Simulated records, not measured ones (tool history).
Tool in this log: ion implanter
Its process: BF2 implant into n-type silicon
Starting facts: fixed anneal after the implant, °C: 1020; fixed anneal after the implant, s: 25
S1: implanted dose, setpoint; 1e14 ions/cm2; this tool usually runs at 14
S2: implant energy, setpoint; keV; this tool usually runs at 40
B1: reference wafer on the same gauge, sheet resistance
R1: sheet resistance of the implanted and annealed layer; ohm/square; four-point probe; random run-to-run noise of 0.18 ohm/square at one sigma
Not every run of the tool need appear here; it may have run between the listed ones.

run   hour     S1    S2      B1      R1
  1      0     14    40  127.05  116.28
  2   24.1     14    40  126.88  116.05
  3   53.2     14    40  126.92  115.98
  4     75     14    40  126.99  115.85
  5  100.1     14    40  126.93  115.98
  6  135.4     14    40  127.03  115.67
  7  163.1     14    40  127.05  116.17
  8  182.6     14    40  126.96  115.79
  9  197.8  12.25    40  127.03   121.9
       207  -- Faraday cup replaced and dose calibrated
 10  246.1     14    40  126.99  117.13
 11    298     14    40  127.02  117.06
 12  311.8  10.69    40  127.01  132.46
 13  327.2   10.9  32.5  126.97  139.19

What does the tool deliver on the next run?
     347.7  -- extraction supply calibrated
 14  358.8  17.86  44.5   ?   ?

B1: 127.01
R1: 104.72 ohm/square
Minus the tool's unlogged condition, the same run would have read R1 104.96 ohm/square.
